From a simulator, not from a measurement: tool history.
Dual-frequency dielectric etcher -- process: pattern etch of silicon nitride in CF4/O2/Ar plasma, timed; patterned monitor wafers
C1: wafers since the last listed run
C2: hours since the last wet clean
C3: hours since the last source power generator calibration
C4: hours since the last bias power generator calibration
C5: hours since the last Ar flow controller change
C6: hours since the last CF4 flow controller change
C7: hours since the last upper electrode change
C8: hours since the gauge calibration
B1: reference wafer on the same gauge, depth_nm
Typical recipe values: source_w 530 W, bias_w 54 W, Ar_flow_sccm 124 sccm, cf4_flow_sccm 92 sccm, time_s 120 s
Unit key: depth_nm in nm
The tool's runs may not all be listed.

{"run": 1, "day": 0.0, "source_w": 530, "bias_w": 54, "Ar_flow_sccm": 124, "cf4_flow_sccm": 92, "time_s": 120, "C1": 0, "C2": 530, "C3": 4293.1, "C4": 18.9, "C5": 21.1, "C6": 3066.4, "C7": 49.2, "C8": 307.1, "B1": 263.8, "depth_nm": 227.9}
{"run": 2, "day": 0.317, "source_w": 530, "bias_w": 54, "Ar_flow_sccm": 124, "cf4_flow_sccm": 92, "time_s": 120, "C1": 66, "C2": 537.6, "C3": 4300.7, "C4": 26.5, "C5": 28.7, "C6": 3074, "C7": 56.8, "C8": 314.7, "B1": 264, "depth_nm": 227.9}
{"day": 0.467, "done": "gauge calibrated"}
{"run": 3, "day": 0.825, "source_w": 530, "bias_w": 54, "Ar_flow_sccm": 102, "cf4_flow_sccm": 92, "time_s": 120, "C1": 107, "C2": 549.8, "C3": 4312.9, "C4": 38.7, "C5": 40.9, "C6": 3086.2, "C7": 69, "C8": 8.6, "B1": 264, "depth_nm": 233.8}
{"run": 4, "day": 1.308, "source_w": 530, "bias_w": 54, "Ar_flow_sccm": 102, "cf4_flow_sccm": 92, "time_s": 120, "C1": 101, "C2": 561.4, "C3": 4324.5, "C4": 50.3, "C5": 52.5, "C6": 3097.8, "C7": 80.6, "C8": 20.2, "B1": 264.1, "depth_nm": 233.7}
{"day": 1.783, "done": "CF4 flow controller replaced"}
{"run": 5, "day": 2.038, "source_w": 610, "bias_w": 45, "Ar_flow_sccm": 115, "cf4_flow_sccm": 92, "time_s": 120, "C1": 101, "C2": 578.9, "C3": 4342, "C4": 67.8, "C5": 70, "C6": 6.1, "C7": 98.1, "C8": 37.7, "B1": 264, "depth_nm": 240.8}
{"day": 3.267, "done": "wet clean of the chamber"}
{"run": 6, "day": 3.288, "source_w": 530, "bias_w": 54, "Ar_flow_sccm": 124, "cf4_flow_sccm": 92, "time_s": 120, "C1": 52, "C2": 0.5, "C3": 4372, "C4": 97.8, "C5": 100, "C6": 36.1, "C7": 128.1, "C8": 67.7, "B1": 263.9, "depth_nm": 223.1}
{"run": 7, "day": 3.304, "source_w": 400, "bias_w": 54, "Ar_flow_sccm": 97, "cf4_flow_sccm": 100, "time_s": 94.5, "C1": 3, "C2": 0.9, "C3": 4372.4, "C4": 98.2, "C5": 100.4, "C6": 36.5, "C7": 128.5, "C8": 68.1, "B1": 264, "depth_nm": 147.8}
{"run": 8, "day": 3.317, "source_w": 530, "bias_w": 65, "Ar_flow_sccm": 124, "cf4_flow_sccm": 92, "time_s": 120, "C1": 2, "C2": 1.2, "C3": 4372.7, "C4": 98.5, "C5": 100.7, "C6": 36.8, "C7": 128.8, "C8": 68.4, "B1": 264, "depth_nm": 239.5}
{"run": 9, "day": 3.5, "source_w": 530, "bias_w": 67, "Ar_flow_sccm": 151, "cf4_flow_sccm": 103, "time_s": 95.5, "C1": 38, "C2": 5.6, "C3": 4377.1, "C4": 102.9, "C5": 105.1, "C6": 41.2, "C7": 133.2, "C8": 72.8, "B1": 263.8, "depth_nm": 190.6}
{"run": 10, "day": 4.142, "source_w": 410, "bias_w": 54, "Ar_flow_sccm": 124, "cf4_flow_sccm": 82, "time_s": 139, "C1": 135, "C2": 21, "C3": 4392.5, "C4": 118.3, "C5": 120.5, "C6": 56.6, "C7": 148.6, "C8": 88.2, "B1": 264, "depth_nm": 211.6}
{"run": 11, "day": 4.542, "source_w": 530, "bias_w": 54, "Ar_flow_sccm": 94, "cf4_flow_sccm": 92, "time_s": 120, "C1": 84, "C2": 30.6, "C3": 4402.1, "C4": 127.9, "C5": 130.1, "C6": 66.2, "C7": 158.2, "C8": 97.8, "B1": 263.9, "depth_nm": 230.4}
{"day": 4.95, "done": "source power generator calibrated"}
{"run": 12, "day": 4.971, "source_w": 620, "bias_w": 54, "Ar_flow_sccm": 124, "cf4_flow_sccm": 75, "time_s": 120, "C1": 55, "C2": 40.9, "C3": 0.5, "C4": 138.2, "C5": 140.4, "C6": 76.5, "C7": 168.5, "C8": 108.1, "B1": 263.9, "depth_nm": 247.6}
{"run": 13, "day": 5.367, "source_w": 410, "bias_w": 54, "Ar_flow_sccm": 124, "cf4_flow_sccm": 92, "time_s": 143, "C1": 83, "C2": 50.4, "C3": 10, "C4": 147.7, "C5": 149.9, "C6": 86, "C7": 178, "C8": 117.6, "B1": 264.2, "depth_nm": 220.6}
{"run": 14, "day": 5.708, "source_w": 530, "bias_w": 54, "Ar_flow_sccm": 124, "cf4_flow_sccm": 92, "time_s": 120, "C1": 72, "C2": 58.6, "C3": 18.2, "C4": 155.9, "C5": 158.1, "C6": 94.2, "C7": 186.2, "C8": 125.8, "B1": 263.9, "depth_nm": 224.2}
{"run": 15, "day": 6.1, "source_w": 530, "bias_w": 54, "Ar_flow_sccm": 124, "cf4_flow_sccm": 92, "time_s": 120, "C1": 82, "C2": 68, "C3": 27.6, "C4": 165.3, "C5": 167.5, "C6": 103.6, "C7": 195.6, "C8": 135.2, "B1": 264, "depth_nm": 223.6}
{"run": 16, "day": 6.662, "source_w": 530, "bias_w": 54, "Ar_flow_sccm": 134, "cf4_flow_sccm": 72, "time_s": 95.5, "C1": 118, "C2": 81.5, "C3": 41.1, "C4": 178.8, "C5": 181, "C6": 117.1, "C7": 209.1, "C8": 148.7, "B1": 264, "depth_nm": 172.2}
{"run": 17, "day": 6.983, "source_w": 450, "bias_w": 54, "Ar_flow_sccm": 150, "cf4_flow_sccm": 71, "time_s": 136, "C1": 67, "C2": 89.2, "C3": 48.8, "C4": 186.5, "C5": 188.7, "C6": 124.8, "C7": 216.8, "C8": 156.4, "B1": 264.2, "depth_nm": 214.3}
{"run": 18, "day": 7.546, "source_w": 530, "bias_w": 54, "Ar_flow_sccm": 124, "cf4_flow_sccm": 92, "time_s": 120, "C1": 118, "C2": 102.7, "C3": 62.3, "C4": 200, "C5": 202.2, "C6": 138.3, "C7": 230.3, "C8": 169.9, "B1": 263.8, "depth_nm": 223.7}
{"run": 19, "day": 8.096, "source_w": 530, "bias_w": 54, "Ar_flow_sccm": 124, "cf4_flow_sccm": 110, "time_s": 87, "C1": 116, "C2": 115.9, "C3": 75.5, "C4": 213.2, "C5": 215.4, "C6": 151.5, "C7": 243.5, "C8": 183.1, "B1": 264, "depth_nm": 166}
{"run": 20, "day": 8.396, "source_w": 530, "bias_w": 41, "Ar_flow_sccm": 124, "cf4_flow_sccm": 92, "time_s": 91.5, "C1": 63, "C2": 123.1, "C3": 82.7, "C4": 220.4, "C5": 222.6, "C6": 158.7, "C7": 250.7, "C8": 190.3, "B1": 264.1, "depth_nm": 154.7}
{"run": 21, "day": 8.825, "source_w": 470, "bias_w": 54, "Ar_flow_sccm": 124, "cf4_flow_sccm": 92, "time_s": 120, "C1": 90, "C2": 133.4, "C3": 93, "C4": 230.7, "C5": 232.9, "C6": 169, "C7": 261, "C8": 200.6, "B1": 264.1, "depth_nm": 205.7}
{"run": 22, "day": 9.779, "source_w": 440, "bias_w": 54, "Ar_flow_sccm": 124, "cf4_flow_sccm": 92, "time_s": 120, "C1": 201, "C2": 156.3, "C3": 115.9, "C4": 253.6, "C5": 255.8, "C6": 191.9, "C7": 283.9, "C8": 223.5, "B1": 264.1, "depth_nm": 195.4}

Forecast each of these 3 alternatives for the next run:
{"run": "A", "day": 9.796, "source_w": 530, "bias_w": 54, "Ar_flow_sccm": 124, "cf4_flow_sccm": 92, "time_s": 120, "C1": 3, "C2": 156.7, "C3": 116.3, "C4": 254, "C5": 256.2, "C6": 192.3, "C7": 284.3, "C8": 223.9, "B1": "?", "depth_nm": "?"}
{"run": "B", "day": 9.796, "source_w": 530, "bias_w": 54, "Ar_flow_sccm": 153, "cf4_flow_sccm": 113, "time_s": 147, "C1": 3, "C2": 156.7, "C3": 116.3, "C4": 254, "C5": 256.2, "C6": 192.3, "C7": 284.3, "C8": 223.9, "B1": "?", "depth_nm": "?"}
{"run": "C", "day": 9.796, "source_w": 410, "bias_w": 54, "Ar_flow_sccm": 124, "cf4_flow_sccm": 73, "time_s": 120, "C1": 3, "C2": 156.7, "C3": 116.3, "C4": 254, "C5": 256.2, "C6": 192.3, "C7": 284.3, "C8": 223.9, "B1": "?", "depth_nm": "?"}

run=A B1=264 depth_nm=224.8
run=B B1=264 depth_nm=273.7
run=C B1=264 depth_nm=182.1
Without the tool's unlogged condition, the same runs would have read:
run=A depth_nm=223
run=B depth_nm=271.5
run=C depth_nm=180.6
